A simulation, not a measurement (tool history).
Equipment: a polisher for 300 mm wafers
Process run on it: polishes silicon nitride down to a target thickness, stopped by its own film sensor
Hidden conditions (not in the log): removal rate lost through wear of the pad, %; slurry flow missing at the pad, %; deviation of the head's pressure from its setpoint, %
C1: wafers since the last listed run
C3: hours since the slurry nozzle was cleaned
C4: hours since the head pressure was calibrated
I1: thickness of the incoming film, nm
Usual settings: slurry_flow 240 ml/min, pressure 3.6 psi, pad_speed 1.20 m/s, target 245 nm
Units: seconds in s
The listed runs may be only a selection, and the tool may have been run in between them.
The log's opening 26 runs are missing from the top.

Run 27, hour 756.1: usual settings; C1 57; wafers polished on this pad 358; C3 350.4; C4 125.5; I1 515.3. Result: seconds 126.6 s.
Run 28, hour 774.0: usual settings but slurry_flow 215 ml/min, pressure 4.5 psi; C1 83; wafers polished on this pad 442; C3 368.3; C4 143.4; I1 505.7. Result: seconds 99.9 s.
Run 29, hour 804.2: usual settings but slurry_flow 180 ml/min, pressure 4.9 psi, pad_speed 1.60 m/s; C1 141; wafers polished on this pad 583; C3 398.5; C4 173.6; I1 503.6. Result: seconds 74.7 s.
Run 30, hour 838.4: usual settings but slurry_flow 165 ml/min; C1 159; wafers polished on this pad 743; C3 432.7; C4 207.8; I1 516.1. Result: seconds 140.2 s.
Run 31, hour 854.5: usual settings but pad_speed 0.84 m/s; C1 75; wafers polished on this pad 818; C3 448.8; C4 223.9; I1 515.2. Result: seconds 174.1 s.
Run 32, hour 878.9: usual settings but target 193 nm; C1 114; wafers polished on this pad 932; C3 473.2; C4 248.3; I1 511.9. Result: seconds 154.3 s.
Run 33, hour 908.5: usual settings; C1 138; wafers polished on this pad 1071; C3 502.8; C4 277.9; I1 500.7. Result: seconds 124.5 s.
Run 34, hour 923.1: usual settings but slurry_flow 205 ml/min, pressure 2.4 psi; C1 68; wafers polished on this pad 1139; C3 517.4; C4 292.5; I1 518.5. Result: seconds 207.4 s.
At hour 956.1: worn pad replaced by a new one.
Run 35, hour 979.1: usual settings but slurry_flow 305 ml/min, target 167 nm; C1 243; wafers polished on this pad 107; C3 573.4; C4 348.5; I1 504.9. Result: seconds 163.3 s.
Run 36, hour 1007.3: usual settings but pressure 4.7 psi, pad_speed 1.46 m/s, target 305 nm; C1 131; wafers polished on this pad 239; C3 601.6; C4 376.7; I1 498.9. Result: seconds 63.0 s.

Forecast each of these 3 alternatives for the next run:
Run A, hour 1007.8: usual settings but target 276 nm; C1 2; wafers polished on this pad 241; C3 602.1; C4 377.2; I1 511.5. Result: seconds ?.
Run B, hour 1007.8: usual settings but slurry_flow 205 ml/min, pad_speed 1.04 m/s; C1 2; wafers polished on this pad 241; C3 602.1; C4 377.2; I1 511.5. Result: seconds ?.
Run C, hour 1007.8: usual settings but slurry_flow 280 ml/min, pressure 4.5 psi, pad_speed 1.56 m/s, target 334 nm; C1 2; wafers polished on this pad 241; C3 602.1; C4 377.2; I1 511.5. Result: seconds ?.

run  seconds
  A    116.6
  B    152.2
  C     55.7
Without the tool's hidden state the same runs would have given:
run  seconds
  A    106.3
  B    137.8
  C     51.1
